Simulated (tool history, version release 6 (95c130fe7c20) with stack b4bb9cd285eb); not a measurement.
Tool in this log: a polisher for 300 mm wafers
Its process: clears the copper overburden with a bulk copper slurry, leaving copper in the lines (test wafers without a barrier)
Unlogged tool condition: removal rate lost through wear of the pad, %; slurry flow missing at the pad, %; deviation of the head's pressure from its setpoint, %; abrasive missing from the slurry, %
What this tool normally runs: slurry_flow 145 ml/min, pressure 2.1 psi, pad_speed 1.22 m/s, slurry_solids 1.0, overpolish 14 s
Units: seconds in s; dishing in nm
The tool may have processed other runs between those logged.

run   hour  slurry_flow  pressure  pad_speed  slurry_solids  overpolish  wafers since the last listed run  wafers polished on this pad  hours since the slurry nozzle was cleaned  hours since the head pressure was calibrated  hours since the slurry blender was calibrated  incoming thickness of the incoming film, nm  seconds  dishing
  1    0.0          145       2.3       1.22            1.0          14                                 0                          145                                      223.9                                        1243.8                                          156.1                                        740.7     98.4     69.1
  2   27.3          145       2.3       1.22            1.0          14                               177                          323                                      251.2                                        1271.1                                          183.4                                        734.3     99.1     70.3
      34.5  -- slurry blender recalibrated
  3   61.7          145       2.1       1.22            1.0          14                               210                          534                                      285.6                                        1305.5                                           27.2                                        728.5    106.5     65.6
  4   84.6          145       2.1       1.22            1.0          14                               149                          683                                      308.5                                        1328.4                                           50.1                                        731.9    107.2     62.3
  5  106.5          145       2.1       1.22            1.0          14                               142                          825                                      330.4                                        1350.3                                           72.0                                        743.0    110.3     62.2
  6  118.9          145       2.1       1.22            1.0          14                                80                          906                                      342.8                                        1362.7                                           84.4                                        743.4    111.4     66.2
     134.8  -- worn pad replaced by a new one
  7  140.8          145       2.1       1.22            1.0          14                               116                           38                                      364.7                                        1384.6                                          106.3                                        744.0    107.4     65.1
  8  171.5          145       2.1       1.22            1.0          14                               199                          238                                      395.4                                        1415.3                                          137.0                                        738.7    107.1     65.9
  9  200.0          145       2.1       1.22            1.0          14                               185                          424                                      423.9                                        1443.8                                          165.5                                        739.0    107.7     64.7
 10  218.8          145       2.1       1.22            1.0          14                               122                          546                                      442.7                                        1462.6                                          184.3                                        744.5    108.4     65.5
     225.8  -- slurry blender recalibrated
 11  247.9          145       2.1       1.22            1.0          14                               176                          722                                      471.8                                        1491.7                                           22.1                                        736.4    109.8     63.8
     263.2  -- head pressure recalibrated
 12  275.6          145       2.1       1.22            1.0          14                               167                          890                                      499.5                                          12.4                                           49.8                                        753.1    112.7     60.1
     279.9  -- worn pad replaced by a new one
     295.5  -- slurry nozzle cleaned
 13  306.6           95       2.4       1.00            1.0          14                               169                          167                                       11.1                                          43.4                                           80.8                                        736.8    120.3     60.5
 14  322.1          145       2.1       1.22            1.0          14                               100                          268                                       26.6                                          58.9                                           96.3                                        727.3    103.4     64.9
 15  348.2          145       2.1       1.22            1.0          14                               169                          438                                       52.7                                          85.0                                          122.4                                        737.7    104.7     63.8
 16  375.8          180       2.1       0.80            1.0          14                               179                          617                                       80.3                                         112.6                                          150.0                                        755.5    162.2     45.6
 17  399.5          145       2.1       1.22            1.0          14                               154                          771                                      104.0                                         136.3                                          173.7                                        754.8    111.9     64.6
 18  423.3          145       1.9       1.22            1.3          14                               154                          926                                      127.8                                         160.1                                          197.5                                        748.4    114.6     60.6
     441.0  -- worn pad replaced by a new one
     443.3  -- slurry blender recalibrated
 19  443.8          100       1.7       1.00            1.1          14                                94                            5                                      148.3                                         180.6                                            0.5                                        737.6    156.4     45.6
 20  458.1          145       2.1       1.00            1.0          14                                93                           98                                      162.6                                         194.9                                           14.8                                        736.7    131.0     54.1

Estimate the outcome of run 21 from the log above:
 21  493.7          145       2.1       1.22            1.0          14                               231                          330                                      198.2                                         230.5                                           50.4                                        727.7        ?        ?

Run 21 came out at seconds 104.2 s, dishing 65.7 nm.
Had the tool carried no hidden state, the very same run would have given seconds 103.4 s, dishing 66.0 nm.
